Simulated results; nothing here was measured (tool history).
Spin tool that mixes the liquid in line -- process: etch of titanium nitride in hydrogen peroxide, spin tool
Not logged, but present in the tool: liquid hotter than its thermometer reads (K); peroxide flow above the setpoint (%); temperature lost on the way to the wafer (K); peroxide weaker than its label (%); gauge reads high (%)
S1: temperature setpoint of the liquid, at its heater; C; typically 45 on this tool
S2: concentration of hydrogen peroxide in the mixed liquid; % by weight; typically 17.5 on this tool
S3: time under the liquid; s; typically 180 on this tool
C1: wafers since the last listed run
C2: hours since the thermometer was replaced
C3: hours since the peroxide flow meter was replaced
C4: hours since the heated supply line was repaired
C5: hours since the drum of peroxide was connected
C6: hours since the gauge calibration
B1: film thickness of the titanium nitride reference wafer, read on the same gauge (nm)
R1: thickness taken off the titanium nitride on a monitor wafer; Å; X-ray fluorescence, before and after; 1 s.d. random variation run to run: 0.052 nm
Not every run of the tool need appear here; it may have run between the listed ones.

run 1 hour=0 | S1=45 S2=17.5 S3=180 | C1=0 C2=1066.7 C3=919.8 C4=2489.3 C5=203.2 C6=1417.3 | B1=85.44 | R1=65.4
-- hour=47.3 thermometer replaced
run 2 hour=68 | S1=45 S2=17.5 S3=180 | C1=496 C2=20.7 C3=987.8 C4=2557.3 C5=271.2 C6=1485.3 | B1=85.36 | R1=64.6
run 3 hour=123.6 | S1=45 S2=17.5 S3=180 | C1=411 C2=76.3 C3=1043.4 C4=2612.9 C5=326.8 C6=1540.9 | B1=85.34 | R1=64.1
run 4 hour=189.5 | S1=37 S2=17.5 S3=180 | C1=487 C2=142.2 C3=1109.3 C4=2678.8 C5=392.7 C6=1606.8 | B1=85.29 | R1=34.9
run 5 hour=222 | S1=50 S2=17.5 S3=180 | C1=240 C2=174.7 C3=1141.8 C4=2711.3 C5=425.2 C6=1639.3 | B1=85.3 | R1=93
run 6 hour=278.7 | S1=51.5 S2=17.5 S3=290 | C1=419 C2=231.4 C3=1198.5 C4=2768 C5=481.9 C6=1696 | B1=85.22 | R1=164.8
-- hour=304.9 gauge calibrated
run 7 hour=318 | S1=42 S2=17.5 S3=180 | C1=290 C2=270.7 C3=1237.8 C4=2807.3 C5=521.2 C6=13.1 | B1=89.74 | R1=54.6
-- hour=336 peroxide flow meter replaced
run 8 hour=353.1 | S1=54 S2=16 S3=130 | C1=252 C2=305.8 C3=17.1 C4=2842.4 C5=556.3 C6=48.2 | B1=89.42 | R1=91.6
-- hour=377.1 new drum of peroxide connected
run 9 hour=562.9 | S1=49 S2=20.5 S3=100 | C1=1545 C2=515.6 C3=226.9 C4=3052.2 C5=185.8 C6=258 | B1=87.9 | R1=51.2
run 10 hour=751.5 | S1=45 S2=17.5 S3=230 | C1=1396 C2=704.2 C3=415.5 C4=3240.8 C5=374.4 C6=446.6 | B1=87 | R1=84.2
run 11 hour=820.1 | S1=45 S2=17.5 S3=120 | C1=507 C2=772.8 C3=484.1 C4=3309.4 C5=443 C6=515.2 | B1=86.7 | R1=44.3
run 12 hour=852.1 | S1=45 S2=17.5 S3=110 | C1=236 C2=804.8 C3=516.1 C4=3341.4 C5=475 C6=547.2 | B1=86.62 | R1=39.8
-- hour=854.4 new drum of peroxide connected
run 13 hour=913.3 | S1=39 S2=17.5 S3=180 | C1=445 C2=866 C3=577.3 C4=3402.6 C5=58.9 C6=608.4 | B1=86.37 | R1=41
-- hour=919.4 heated supply line repaired
run 14 hour=946.7 | S1=53.5 S2=17.5 S3=105 | C1=239 C2=899.4 C3=610.7 C4=27.3 C5=92.3 C6=641.8 | B1=86.26 | R1=70.7
run 15 hour=997.2 | S1=37.5 S2=17.5 S3=230 | C1=373 C2=949.9 C3=661.2 C4=77.8 C5=142.8 C6=692.3 | B1=86.11 | R1=46.6
run 16 hour=1063.2 | S1=45 S2=17.5 S3=180 | C1=488 C2=1015.9 C3=727.2 C4=143.8 C5=208.8 C6=758.3 | B1=85.95 | R1=65
run 17 hour=1096.7 | S1=42.5 S2=20.5 S3=180 | C1=248 C2=1049.4 C3=760.7 C4=177.3 C5=242.3 C6=791.8 | B1=85.88 | R1=56
run 18 hour=1168.2 | S1=45 S2=17.5 S3=180 | C1=529 C2=1120.9 C3=832.2 C4=248.8 C5=313.8 C6=863.3 | B1=85.72 | R1=65
run 19 hour=1224.1 | S1=50 S2=17.5 S3=240 | C1=413 C2=1176.8 C3=888.1 C4=304.7 C5=369.7 C6=919.2 | B1=85.6 | R1=124.8
run 20 hour=1251.5 | S1=42 S2=17.5 S3=180 | C1=202 C2=1204.2 C3=915.5 C4=332.1 C5=397.1 C6=946.6 | B1=85.56 | R1=51.1
run 21 hour=1282.3 | S1=42 S2=12.5 S3=230 | C1=228 C2=1235 C3=946.3 C4=362.9 C5=427.9 C6=977.4 | B1=85.49 | R1=61.6
run 22 hour=1314.2 | S1=51 S2=19 S3=240 | C1=236 C2=1266.9 C3=978.2 C4=394.8 C5=459.8 C6=1009.3 | B1=85.45 | R1=137.7
run 23 hour=1355.2 | S1=45 S2=21.5 S3=115 | C1=303 C2=1307.9 C3=1019.2 C4=435.8 C5=500.8 C6=1050.3 | B1=85.37 | R1=42.4
-- hour=1406 thermometer replaced
-- hour=1425.7 new drum of peroxide connected
run 24 hour=1426.2 | S1=39 S2=17.5 S3=180 | C1=510 C2=20.2 C3=1090.2 C4=506.8 C5=0.5 C6=1121.3 | B1=85.26 | R1=40.6
run 25 hour=1451.9 | S1=45 S2=17.5 S3=180 | C1=190 C2=45.9 C3=1115.9 C4=532.5 C5=26.2 C6=1147 | B1=85.2 | R1=64.6

Expected results for the next run?
run 26 hour=1478.1 | S1=45 S2=17.5 S3=180 | C1=193 C2=72.1 C3=1142.1 C4=558.7 C5=52.4 C6=1173.2 | B1=? | R1=?

{"run 26": {"B1": 85.21, "R1": 64.9}}
With no hidden state in the tool, this same run would have given R1 68.6 Å.
